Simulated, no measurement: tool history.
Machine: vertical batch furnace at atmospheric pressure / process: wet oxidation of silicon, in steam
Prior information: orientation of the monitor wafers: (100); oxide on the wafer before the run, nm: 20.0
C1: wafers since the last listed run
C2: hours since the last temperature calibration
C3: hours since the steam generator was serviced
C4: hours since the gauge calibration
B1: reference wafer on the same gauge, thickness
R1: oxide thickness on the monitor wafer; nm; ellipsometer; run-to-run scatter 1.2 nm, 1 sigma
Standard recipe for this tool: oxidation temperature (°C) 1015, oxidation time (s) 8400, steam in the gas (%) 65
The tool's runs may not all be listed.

{"run": 1, "hour": 0.0, "oxidation temperature (°C)": 1015, "oxidation time (s)": 8400, "steam in the gas (%)": 65, "C1": 0, "C2": 3690.2, "C3": 3495.8, "C4": 727.7, "B1": 619.59, "R1": 556.37}
{"run": 2, "hour": 81.0, "oxidation temperature (°C)": 1015, "oxidation time (s)": 8400, "steam in the gas (%)": 65, "C1": 874, "C2": 3771.2, "C3": 3576.8, "C4": 808.7, "B1": 618.96, "R1": 557.84}
{"run": 3, "hour": 109.6, "oxidation temperature (°C)": 1022, "oxidation time (s)": 8400, "steam in the gas (%)": 65, "C1": 308, "C2": 3799.8, "C3": 3605.4, "C4": 837.3, "B1": 619.43, "R1": 579.05}
{"run": 4, "hour": 136.6, "oxidation temperature (°C)": 1015, "oxidation time (s)": 7320, "steam in the gas (%)": 65, "C1": 291, "C2": 3826.8, "C3": 3632.4, "C4": 864.3, "B1": 618.83, "R1": 509.57}
{"run": 5, "hour": 152.7, "oxidation temperature (°C)": 1015, "oxidation time (s)": 7320, "steam in the gas (%)": 65, "C1": 173, "C2": 3842.9, "C3": 3648.5, "C4": 880.4, "B1": 618.72, "R1": 510.47}
{"run": 6, "hour": 175.9, "oxidation temperature (°C)": 1015, "oxidation time (s)": 8400, "steam in the gas (%)": 65, "C1": 250, "C2": 3866.1, "C3": 3671.7, "C4": 903.6, "B1": 619.13, "R1": 556.67}
{"run": 7, "hour": 200.6, "oxidation temperature (°C)": 1015, "oxidation time (s)": 8400, "steam in the gas (%)": 65, "C1": 266, "C2": 3890.8, "C3": 3696.4, "C4": 928.3, "B1": 619.27, "R1": 557.42}
{"run": 8, "hour": 229.2, "oxidation temperature (°C)": 1015, "oxidation time (s)": 6210, "steam in the gas (%)": 65, "C1": 308, "C2": 3919.4, "C3": 3725, "C4": 956.9, "B1": 619.06, "R1": 457.77}
{"run": 9, "hour": 242.7, "oxidation temperature (°C)": 1015, "oxidation time (s)": 8400, "steam in the gas (%)": 65, "C1": 145, "C2": 3932.9, "C3": 3738.5, "C4": 970.4, "B1": 618.45, "R1": 557.2}
{"run": 10, "hour": 277.7, "oxidation temperature (°C)": 1015, "oxidation time (s)": 8400, "steam in the gas (%)": 65, "C1": 377, "C2": 3967.9, "C3": 3773.5, "C4": 1005.4, "B1": 619.23, "R1": 556.01}
{"run": 11, "hour": 294.6, "oxidation temperature (°C)": 1015, "oxidation time (s)": 6060, "steam in the gas (%)": 74, "C1": 182, "C2": 3984.8, "C3": 3790.4, "C4": 1022.3, "B1": 618.87, "R1": 491.36}
{"run": 12, "hour": 314.6, "oxidation temperature (°C)": 1015, "oxidation time (s)": 6060, "steam in the gas (%)": 74, "C1": 215, "C2": 4004.8, "C3": 3810.4, "C4": 1042.3, "B1": 619.09, "R1": 491.14}
{"run": 13, "hour": 343.2, "oxidation temperature (°C)": 1015, "oxidation time (s)": 8400, "steam in the gas (%)": 65, "C1": 308, "C2": 4033.4, "C3": 3839, "C4": 1070.9, "B1": 618.6, "R1": 556.6}
{"run": 14, "hour": 356.3, "oxidation temperature (°C)": 1015, "oxidation time (s)": 8400, "steam in the gas (%)": 65, "C1": 141, "C2": 4046.5, "C3": 3852.1, "C4": 1084, "B1": 618.91, "R1": 557.11}
{"run": 15, "hour": 382.5, "oxidation temperature (°C)": 1015, "oxidation time (s)": 10860, "steam in the gas (%)": 65, "C1": 282, "C2": 4072.7, "C3": 3878.3, "C4": 1110.2, "B1": 618.83, "R1": 652.75}
{"run": 16, "hour": 403.3, "oxidation temperature (°C)": 1015, "oxidation time (s)": 8400, "steam in the gas (%)": 65, "C1": 224, "C2": 4093.5, "C3": 3899.1, "C4": 1131, "B1": 619.01, "R1": 556.21}
{"run": 17, "hour": 427.7, "oxidation temperature (°C)": 1015, "oxidation time (s)": 8400, "steam in the gas (%)": 65, "C1": 263, "C2": 4117.9, "C3": 3923.5, "C4": 1155.4, "B1": 618.75, "R1": 554.8}
{"hour": 446.8, "done": "gauge calibrated"}
{"run": 18, "hour": 457.3, "oxidation temperature (°C)": 1015, "oxidation time (s)": 8400, "steam in the gas (%)": 65, "C1": 319, "C2": 4147.5, "C3": 3953.1, "C4": 10.5, "B1": 618.62, "R1": 555.95}
{"run": 19, "hour": 480.9, "oxidation temperature (°C)": 1023, "oxidation time (s)": 8400, "steam in the gas (%)": 65, "C1": 254, "C2": 4171.1, "C3": 3976.7, "C4": 34.1, "B1": 619.38, "R1": 582.35}
{"run": 20, "hour": 508.8, "oxidation temperature (°C)": 1036, "oxidation time (s)": 8400, "steam in the gas (%)": 54, "C1": 301, "C2": 4199, "C3": 4004.6, "C4": 62, "B1": 619, "R1": 557.73}
{"hour": 552.2, "done": "steam generator serviced"}
{"run": 21, "hour": 552.7, "oxidation temperature (°C)": 1015, "oxidation time (s)": 8400, "steam in the gas (%)": 65, "C1": 214, "C2": 4242.9, "C3": 0.5, "C4": 105.9, "B1": 618.87, "R1": 584.85}
{"run": 22, "hour": 559.1, "oxidation temperature (°C)": 1015, "oxidation time (s)": 8400, "steam in the gas (%)": 65, "C1": 69, "C2": 4249.3, "C3": 6.9, "C4": 112.3, "B1": 619.19, "R1": 582.3}
{"hour": 598.8, "done": "thermocouples replaced and temperature profile calibrated"}
{"run": 23, "hour": 599.3, "oxidation temperature (°C)": 1023, "oxidation time (s)": 11010, "steam in the gas (%)": 65, "C1": 174, "C2": 0.5, "C3": 47.1, "C4": 152.5, "B1": 618.73, "R1": 713.39}
{"run": 24, "hour": 611.1, "oxidation temperature (°C)": 995, "oxidation time (s)": 8400, "steam in the gas (%)": 65, "C1": 127, "C2": 12.3, "C3": 58.9, "C4": 164.3, "B1": 618.62, "R1": 514.48}
{"run": 25, "hour": 631.8, "oxidation temperature (°C)": 995, "oxidation time (s)": 7080, "steam in the gas (%)": 65, "C1": 223, "C2": 33, "C3": 79.6, "C4": 185, "B1": 618.58, "R1": 461.09}
{"run": 26, "hour": 665.2, "oxidation temperature (°C)": 1015, "oxidation time (s)": 4260, "steam in the gas (%)": 74, "C1": 360, "C2": 66.4, "C3": 113, "C4": 218.4, "B1": 618.91, "R1": 409.14}
{"run": 27, "hour": 697.3, "oxidation temperature (°C)": 1015, "oxidation time (s)": 10770, "steam in the gas (%)": 60, "C1": 346, "C2": 98.5, "C3": 145.1, "C4": 250.5, "B1": 619.22, "R1": 640.19}
{"run": 28, "hour": 711.5, "oxidation temperature (°C)": 1015, "oxidation time (s)": 12570, "steam in the gas (%)": 60, "C1": 153, "C2": 112.7, "C3": 159.3, "C4": 264.7, "B1": 618.93, "R1": 702.55}
{"run": 29, "hour": 743.2, "oxidation temperature (°C)": 1022, "oxidation time (s)": 4620, "steam in the gas (%)": 74, "C1": 342, "C2": 144.4, "C3": 191, "C4": 296.4, "B1": 619.27, "R1": 447.6}
{"run": 30, "hour": 764.7, "oxidation temperature (°C)": 1015, "oxidation time (s)": 8400, "steam in the gas (%)": 65, "C1": 232, "C2": 165.9, "C3": 212.5, "C4": 317.9, "B1": 618.86, "R1": 576.19}
{"run": 31, "hour": 793.0, "oxidation temperature (°C)": 998, "oxidation time (s)": 8400, "steam in the gas (%)": 65, "C1": 305, "C2": 194.2, "C3": 240.8, "C4": 346.2, "B1": 619.37, "R1": 520.19}
{"run": 32, "hour": 828.1, "oxidation temperature (°C)": 1032, "oxidation time (s)": 9900, "steam in the gas (%)": 65, "C1": 378, "C2": 229.3, "C3": 275.9, "C4": 381.3, "B1": 619.19, "R1": 696.25}
{"run": 33, "hour": 902.8, "oxidation temperature (°C)": 1015, "oxidation time (s)": 8400, "steam in the gas (%)": 65, "C1": 806, "C2": 304, "C3": 350.6, "C4": 456, "B1": 618.92, "R1": 574.02}
{"run": 34, "hour": 916.8, "oxidation temperature (°C)": 990, "oxidation time (s)": 4800, "steam in the gas (%)": 68, "C1": 151, "C2": 318, "C3": 364.6, "C4": 470, "B1": 618.93, "R1": 348.31}
{"run": 35, "hour": 952.2, "oxidation temperature (°C)": 1015, "oxidation time (s)": 8400, "steam in the gas (%)": 65, "C1": 382, "C2": 353.4, "C3": 400, "C4": 505.4, "B1": 619.4, "R1": 573.38}
{"run": 36, "hour": 1010.0, "oxidation temperature (°C)": 1006, "oxidation time (s)": 12180, "steam in the gas (%)": 65, "C1": 623, "C2": 411.2, "C3": 457.8, "C4": 563.2, "B1": 619.24, "R1": 684.59}
{"run": 37, "hour": 1054.7, "oxidation temperature (°C)": 1032, "oxidation time (s)": 5880, "steam in the gas (%)": 65, "C1": 482, "C2": 455.9, "C3": 502.5, "C4": 607.9, "B1": 619.6, "R1": 505.16}
{"run": 38, "hour": 1073.9, "oxidation temperature (°C)": 1015, "oxidation time (s)": 8400, "steam in the gas (%)": 65, "C1": 207, "C2": 475.1, "C3": 521.7, "C4": 627.1, "B1": 618.98, "R1": 570.56}

The same runs without the tool's hidden state, with the same run-to-run variation:
The hidden state here: true tube temperature minus thermocouple reading, K; steam share off its setpoint, % of the setpoint; gauge reads high (%).
run=1 R1=586.86
run=2 R1=588.53
run=3 R1=610.49
run=4 R1=538.01
run=5 R1=538.97
run=6 R1=587.43
run=7 R1=588.25
run=8 R1=483.77
run=9 R1=588.08
run=10 R1=586.86
run=11 R1=519.1
run=12 R1=518.88
run=13 R1=587.56
run=14 R1=588.11
run=15 R1=688.38
run=16 R1=587.22
run=17 R1=585.76
run=18 R1=586.99
run=19 R1=614.36
run=20 R1=588.06
run=21 R1=589.21
run=22 R1=586.8
run=23 R1=719.92
run=24 R1=519.85
run=25 R1=466.4
run=26 R1=414.38
run=27 R1=648.74
run=28 R1=712.21
run=29 R1=454.62
run=30 R1=585.5
run=31 R1=529.48
run=32 R1=708.57
run=33 R1=586.15
run=34 R1=356.65
run=35 R1=586.46
run=36 R1=701.3
run=37 R1=518.24
run=38 R1=585.76
